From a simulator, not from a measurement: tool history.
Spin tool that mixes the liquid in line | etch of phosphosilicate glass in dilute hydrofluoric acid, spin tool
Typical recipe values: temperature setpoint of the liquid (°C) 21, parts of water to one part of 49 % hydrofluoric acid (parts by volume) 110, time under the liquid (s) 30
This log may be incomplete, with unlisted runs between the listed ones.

| run | hour | temperature setpoint of the liquid (°C) | parts of water to one part of 49 % hydrofluoric acid (parts by volume) | time under the liquid (s) | read-back film thickness of the phosphosilicate glass reference wafer, read on the same gauge (nm) | thickness taken off the phosphosilicate glass on a monitor wafer (Å) |
|---|---|---|---|---|---|---|
| 1 | 0 | 21 | 110 | 25 | 59.55 | 173 |
| 2 | 73.5 | 21 | 90 | 30 | 59.36 | 257 |
| 3 | 148.9 | 21 | 110 | 40 | 59.22 | 271.7 |
| 4 | 231.4 | 21 | 110 | 30 | 59.02 | 203.9 |
| 5 | 298.9 | 21 | 130 | 30 | 58.87 | 168.7 |
| 6 | 375.7 | 21 | 130 | 30 | 58.64 | 169.3 |
| 7 | 423.5 | 19.5 | 110 | 25 | 58.55 | 159.8 |
| 8 | 476.2 | 23 | 85 | 30 | 58.43 | 292.4 |
|  | 479.1 | gauge calibrated |
|  | 528.6 | hydrofluoric acid flow meter replaced |
| 9 | 536.1 | 17.5 | 165 | 30 | 59.84 | 113.7 |
| 10 | 572.9 | 17.5 | 125 | 20 | 59.73 | 103.5 |
| 11 | 644 | 21 | 85 | 30 | 59.55 | 274.7 |
| 12 | 728.4 | 17 | 130 | 15 | 59.35 | 73.3 |
|  | 811.3 | thermometer replaced |
| 13 | 949.1 | 19 | 110 | 30 | 58.84 | 187.5 |
| 14 | 1038.2 | 21 | 130 | 30 | 58.64 | 166.4 |
|  | 1071.5 | gauge calibrated |
| 15 | 1089.5 | 21 | 90 | 30 | 60.08 | 257.2 |

Subtracting, for every run, the result it would have given without the tool's unlogged condition from the measured result gives the following. The same run-to-run variation enters both numbers; the gauge's scatter may not:
Hidden conditions of the tool in this case: liquid colder than its thermometer reads (K); hydrofluoric acid flow above the setpoint (%); gauge reads high (%).
| run | thickness taken off the phosphosilicate glass on a monitor wafer (Å) |
|---|---|
| 1 | -1.2 |
| 2 | -2.7 |
| 3 | -3.6 |
| 4 | -3.5 |
| 5 | -3.4 |
| 6 | -3.9 |
| 7 | -3.9 |
| 8 | -8 |
| 9 | -0.3 |
| 10 | -0.5 |
| 11 | -2.1 |
| 12 | -0.8 |
| 13 | -3.7 |
| 14 | -3.9 |
| 15 | +0.2 |

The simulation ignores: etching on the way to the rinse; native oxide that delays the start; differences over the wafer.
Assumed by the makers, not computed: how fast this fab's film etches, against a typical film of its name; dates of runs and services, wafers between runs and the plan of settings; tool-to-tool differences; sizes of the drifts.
